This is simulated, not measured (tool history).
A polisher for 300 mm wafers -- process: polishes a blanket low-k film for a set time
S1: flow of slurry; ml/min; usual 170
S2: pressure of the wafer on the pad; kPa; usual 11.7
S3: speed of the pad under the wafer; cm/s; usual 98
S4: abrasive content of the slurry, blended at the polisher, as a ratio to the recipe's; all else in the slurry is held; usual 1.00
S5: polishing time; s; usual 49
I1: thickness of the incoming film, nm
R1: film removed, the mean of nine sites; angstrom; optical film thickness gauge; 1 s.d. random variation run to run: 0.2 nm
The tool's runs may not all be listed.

{"run": 1, "hour": 0.0, "S1": 145, "S2": 11.7, "S3": 98, "S4": 1.0, "S5": 49, "I1": 370.3, "R1": 145}
{"hour": 15.8, "done": "worn pad replaced by a new one"}
{"run": 2, "hour": 16.3, "S1": 145, "S2": 11.7, "S3": 98, "S4": 1.0, "S5": 49, "I1": 366.8, "R1": 143}
{"run": 3, "hour": 67.8, "S1": 145, "S2": 11.7, "S3": 98, "S4": 1.0, "S5": 49, "I1": 369.5, "R1": 149}
{"hour": 85.6, "done": "slurry blender recalibrated"}
{"run": 4, "hour": 86.1, "S1": 170, "S2": 11.7, "S3": 98, "S4": 1.0, "S5": 49, "I1": 370.8, "R1": 150}
{"run": 5, "hour": 99.8, "S1": 170, "S2": 11.7, "S3": 98, "S4": 1.0, "S5": 62, "I1": 362.6, "R1": 189}
{"run": 6, "hour": 118.0, "S1": 170, "S2": 11.7, "S3": 98, "S4": 1.0, "S5": 49, "I1": 374.0, "R1": 153}
{"hour": 146.5, "done": "conditioning disc replaced and pad reconditioned"}
{"run": 7, "hour": 147.0, "S1": 170, "S2": 11.7, "S3": 98, "S4": 1.0, "S5": 49, "I1": 370.1, "R1": 150}
{"run": 8, "hour": 161.5, "S1": 170, "S2": 11.7, "S3": 98, "S4": 1.0, "S5": 49, "I1": 369.9, "R1": 150}
{"hour": 164.4, "done": "slurry nozzle cleaned"}
{"hour": 169.0, "done": "worn pad replaced by a new one"}
{"run": 9, "hour": 185.4, "S1": 170, "S2": 11.7, "S3": 98, "S4": 1.0, "S5": 49, "I1": 370.1, "R1": 151}
{"run": 10, "hour": 197.4, "S1": 125, "S2": 11.7, "S3": 118, "S4": 1.15, "S5": 37, "I1": 373.9, "R1": 140}
{"run": 11, "hour": 211.9, "S1": 210, "S2": 10.3, "S3": 120, "S4": 0.7, "S5": 49, "I1": 365.4, "R1": 109}
{"hour": 218.6, "done": "slurry blender recalibrated"}
{"run": 12, "hour": 246.2, "S1": 170, "S2": 9.0, "S3": 74, "S4": 1.3, "S5": 55, "I1": 375.3, "R1": 121}
{"run": 13, "hour": 278.3, "S1": 170, "S2": 11.7, "S3": 98, "S4": 1.0, "S5": 49, "I1": 372.2, "R1": 150}
{"hour": 281.0, "done": "head pressure recalibrated"}
{"run": 14, "hour": 292.8, "S1": 130, "S2": 11.7, "S3": 98, "S4": 1.0, "S5": 60, "I1": 364.5, "R1": 178}
{"run": 15, "hour": 319.3, "S1": 135, "S2": 11.7, "S3": 70, "S4": 1.0, "S5": 35, "I1": 365.6, "R1": 81}
{"hour": 338.2, "done": "worn pad replaced by a new one"}
{"run": 16, "hour": 344.6, "S1": 170, "S2": 11.7, "S3": 98, "S4": 1.0, "S5": 49, "I1": 367.5, "R1": 152}
{"run": 17, "hour": 378.5, "S1": 170, "S2": 11.7, "S3": 98, "S4": 1.0, "S5": 62, "I1": 372.7, "R1": 193}
{"hour": 382.7, "done": "slurry blender recalibrated"}
{"run": 18, "hour": 398.0, "S1": 170, "S2": 9.7, "S3": 98, "S4": 1.0, "S5": 34, "I1": 369.4, "R1": 85}
{"run": 19, "hour": 422.5, "S1": 150, "S2": 11.7, "S3": 112, "S4": 1.0, "S5": 49, "I1": 371.8, "R1": 165}
{"run": 20, "hour": 454.8, "S1": 170, "S2": 11.7, "S3": 98, "S4": 0.9, "S5": 49, "I1": 368.7, "R1": 143}
{"run": 21, "hour": 471.4, "S1": 170, "S2": 11.7, "S3": 112, "S4": 1.0, "S5": 58, "I1": 370.5, "R1": 192}
{"hour": 476.7, "done": "worn pad replaced by a new one"}
{"hour": 480.3, "done": "conditioning disc replaced and pad reconditioned"}
{"run": 22, "hour": 496.4, "S1": 170, "S2": 7.6, "S3": 98, "S4": 1.0, "S5": 49, "I1": 368.6, "R1": 98}
{"run": 23, "hour": 514.0, "S1": 205, "S2": 11.7, "S3": 88, "S4": 1.2, "S5": 41, "I1": 368.4, "R1": 133}
{"hour": 516.9, "done": "slurry blender recalibrated"}
{"run": 24, "hour": 549.4, "S1": 170, "S2": 11.7, "S3": 86, "S4": 1.0, "S5": 62, "I1": 364.5, "R1": 172}
{"run": 25, "hour": 603.4, "S1": 135, "S2": 11.7, "S3": 98, "S4": 1.0, "S5": 33, "I1": 369.1, "R1": 99}

Alternative continuations, all from the tool just after run 25; predict every row:
{"run": "A", "hour": 603.8, "S1": 170, "S2": 11.7, "S3": 98, "S4": 1.0, "S5": 49, "I1": 368.1, "R1": "?"}
{"run": "B", "hour": 603.8, "S1": 120, "S2": 11.7, "S3": 98, "S4": 1.1, "S5": 59, "I1": 368.1, "R1": "?"}
{"run": "C", "hour": 603.8, "S1": 230, "S2": 11.7, "S3": 98, "S4": 1.0, "S5": 58, "I1": 368.1, "R1": "?"}
{"run": "D", "hour": 603.8, "S1": 170, "S2": 11.7, "S3": 98, "S4": 1.15, "S5": 33, "I1": 368.1, "R1": "?"}
{"run": "E", "hour": 603.8, "S1": 170, "S2": 15.9, "S3": 98, "S4": 1.2, "S5": 49, "I1": 368.1, "R1": "?"}

run=A R1=152
run=B R1=187
run=C R1=186
run=D R1=113
run=E R1=232
Without the tool's hidden state the same runs would have given:
run=A R1=152
run=B R1=187
run=C R1=186
run=D R1=113
run=E R1=232
